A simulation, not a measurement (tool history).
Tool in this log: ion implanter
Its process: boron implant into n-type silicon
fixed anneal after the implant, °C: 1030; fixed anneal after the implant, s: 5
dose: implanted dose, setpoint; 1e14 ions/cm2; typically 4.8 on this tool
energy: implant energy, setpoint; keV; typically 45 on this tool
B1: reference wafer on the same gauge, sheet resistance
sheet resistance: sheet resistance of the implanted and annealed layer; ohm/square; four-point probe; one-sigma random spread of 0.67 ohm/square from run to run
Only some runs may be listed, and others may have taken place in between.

run 1 hour=0 | dose=4.8 energy=45 | B1=206.7 | sheet_resistance=193.51
run 2 hour=24.4 | dose=4.8 energy=45 | B1=206.86 | sheet_resistance=192.51
run 3 hour=55.3 | dose=4.35 energy=45 | B1=206.89 | sheet_resistance=209.49
run 4 hour=109.4 | dose=5.92 energy=45 | B1=207.06 | sheet_resistance=162.49
run 5 hour=143.4 | dose=5.92 energy=45 | B1=206.99 | sheet_resistance=162.72
run 6 hour=209.3 | dose=4.8 energy=45 | B1=206.99 | sheet_resistance=192.95
run 7 hour=256 | dose=5.67 energy=45 | B1=207.01 | sheet_resistance=168.84
run 8 hour=285.8 | dose=5.67 energy=45 | B1=207.12 | sheet_resistance=168.29
run 9 hour=337.5 | dose=5.67 energy=45 | B1=207.06 | sheet_resistance=167.34
run 10 hour=372.8 | dose=4.8 energy=45 | B1=206.76 | sheet_resistance=191.29
run 11 hour=444.1 | dose=4.8 energy=45 | B1=206.9 | sheet_resistance=193.3
run 12 hour=512.9 | dose=4.8 energy=39 | B1=207.23 | sheet_resistance=195.47
run 13 hour=556.2 | dose=5.28 energy=45 | B1=206.97 | sheet_resistance=178.81
run 14 hour=619 | dose=5.28 energy=45 | B1=207.29 | sheet_resistance=177.34
run 15 hour=645 | dose=5.85 energy=45 | B1=206.7 | sheet_resistance=163.78
-- hour=666.2 extraction supply calibrated
-- hour=677.8 gauge calibrated
run 16 hour=695.6 | dose=5.17 energy=45 | B1=207.39 | sheet_resistance=180.82
run 17 hour=754.2 | dose=5.17 energy=45 | B1=207.09 | sheet_resistance=180.26
run 18 hour=812.5 | dose=5.17 energy=45 | B1=206.79 | sheet_resistance=182.46
run 19 hour=837 | dose=3.46 energy=40 | B1=206.96 | sheet_resistance=253.35
run 20 hour=866.2 | dose=3.99 energy=59.5 | B1=206.98 | sheet_resistance=217.93
run 21 hour=917.9 | dose=6.12 energy=45 | B1=206.97 | sheet_resistance=157.22
run 22 hour=949.1 | dose=3.38 energy=39.5 | B1=207.04 | sheet_resistance=259.66
run 23 hour=1110.7 | dose=4.8 energy=45 | B1=206.93 | sheet_resistance=192.4
run 24 hour=1176.8 | dose=4.37 energy=41 | B1=207.24 | sheet_resistance=209.56
run 25 hour=1236.2 | dose=5.35 energy=32 | B1=207.06 | sheet_resistance=182.54
-- hour=1423.9 Faraday cup replaced and dose calibrated
run 26 hour=1430.9 | dose=5.85 energy=29.5 | B1=206.95 | sheet_resistance=173.64
run 27 hour=1497.7 | dose=5.17 energy=45 | B1=206.91 | sheet_resistance=183.37
run 28 hour=1527.5 | dose=4.24 energy=51.5 | B1=206.95 | sheet_resistance=210.58
run 29 hour=1553.9 | dose=4.8 energy=50 | B1=207.07 | sheet_resistance=192.03
run 30 hour=1580.6 | dose=4.8 energy=45 | B1=207.22 | sheet_resistance=193.84
run 31 hour=1610.9 | dose=5.67 energy=45 | B1=207.17 | sheet_resistance=170.02
run 32 hour=1661 | dose=4.8 energy=45 | B1=207.18 | sheet_resistance=193.68
run 33 hour=1686.5 | dose=4.8 energy=45 | B1=207.03 | sheet_resistance=194.31
run 34 hour=1719.8 | dose=4.8 energy=60 | B1=206.99 | sheet_resistance=188.6
run 35 hour=1771.6 | dose=4.8 energy=58.5 | B1=207.03 | sheet_resistance=188.45
run 36 hour=1831.1 | dose=3.38 energy=29.5 | B1=207.09 | sheet_resistance=268.18
run 37 hour=1867.5 | dose=4.43 energy=52.5 | B1=206.96 | sheet_resistance=204.03

Here are 4 independent what-if runs from the current tool condition. What would each one return?
run A hour=1867.9 | dose=4.8 energy=45 | B1=? | sheet_resistance=?
run B hour=1867.9 | dose=3.62 energy=34 | B1=? | sheet_resistance=?
run C hour=1867.9 | dose=3.54 energy=54 | B1=? | sheet_resistance=?
run D hour=1867.9 | dose=4.8 energy=57.5 | B1=? | sheet_resistance=?

run=A B1=207.05 sheet_resistance=193.34
run=B B1=207.05 sheet_resistance=250.65
run=C B1=207.05 sheet_resistance=242.32
run=D B1=207.05 sheet_resistance=188.81
Stripped of hidden state, with their random variation kept, the same runs would have yielded:
run=A sheet_resistance=195.03
run=B sheet_resistance=252.83
run=C sheet_resistance=244.39
run=D sheet_resistance=190.44

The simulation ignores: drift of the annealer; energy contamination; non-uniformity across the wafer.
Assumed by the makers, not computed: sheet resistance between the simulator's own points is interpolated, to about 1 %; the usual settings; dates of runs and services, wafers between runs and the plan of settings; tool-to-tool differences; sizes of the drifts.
